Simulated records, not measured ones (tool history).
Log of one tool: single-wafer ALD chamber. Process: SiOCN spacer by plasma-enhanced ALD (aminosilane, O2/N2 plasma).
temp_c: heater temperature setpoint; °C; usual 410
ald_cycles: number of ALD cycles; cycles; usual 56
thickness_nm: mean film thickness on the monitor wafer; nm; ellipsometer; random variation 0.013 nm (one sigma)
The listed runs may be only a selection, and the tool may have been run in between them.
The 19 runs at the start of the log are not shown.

| run | hour | temp_c | ald_cycles | read-back reference wafer on the same gauge, thickness_nm | thickness_nm |
|---|---|---|---|---|---|
| 20 | 1007.9 | 401 | 56 | 3.086 | 3.206 |
| 21 | 1055.9 | 400 | 63 | 3.088 | 3.617 |
| 22 | 1116.5 | 410 | 56 | 3.086 | 3.096 |
|  | 1154.9 | gauge calibrated |
| 23 | 1156.6 | 406 | 64 | 3.091 | 3.595 |
| 24 | 1183.8 | 410 | 65 | 3.085 | 3.589 |
| 25 | 1217.8 | 398 | 48 | 3.083 | 2.775 |
| 26 | 1286.6 | 410 | 56 | 3.092 | 3.103 |
| 27 | 1356.3 | 410 | 56 | 3.092 | 3.085 |
|  | 1365.3 | thermocouple changed; heater temperature recalibrated |
| 28 | 1407.5 | 395 | 62 | 3.085 | 3.604 |
| 29 | 1476.2 | 410 | 56 | 3.088 | 3.148 |
| 30 | 1502.7 | 410 | 51 | 3.095 | 2.889 |
| 31 | 1545.1 | 410 | 56 | 3.085 | 3.174 |
| 32 | 1605.9 | 410 | 56 | 3.095 | 3.174 |
| 33 | 1654 | 414 | 56 | 3.089 | 3.104 |
| 34 | 1699.2 | 410 | 50 | 3.089 | 2.826 |
| 35 | 1727 | 418 | 47 | 3.087 | 2.579 |
| 36 | 1761.6 | 410 | 56 | 3.085 | 3.15 |
| 37 | 1789.9 | 401 | 60 | 3.09 | 3.493 |

5 options for the next run, each taken on its own from the tool as it stands now. Forecast them:
| A | 1790.4 | 410 | 59 | ? | ? |
| B | 1790.4 | 403 | 66 | ? | ? |
| C | 1790.4 | 421 | 59 | ? | ? |
| D | 1790.4 | 400 | 45 | ? | ? |
| E | 1790.4 | 397 | 48 | ? | ? |

| run | read-back reference wafer on the same gauge, thickness_nm | thickness_nm |
|---|---|---|
| A | 3.091 | 3.322 |
| B | 3.091 | 3.807 |
| C | 3.091 | 3.196 |
| D | 3.091 | 2.622 |
| E | 3.091 | 2.808 |
Had the tool no hidden state, the same runs would have come out as:
| run | thickness_nm |
|---|---|
| A | 3.347 |
| B | 3.835 |
| C | 3.221 |
| D | 2.632 |
| E | 2.808 |

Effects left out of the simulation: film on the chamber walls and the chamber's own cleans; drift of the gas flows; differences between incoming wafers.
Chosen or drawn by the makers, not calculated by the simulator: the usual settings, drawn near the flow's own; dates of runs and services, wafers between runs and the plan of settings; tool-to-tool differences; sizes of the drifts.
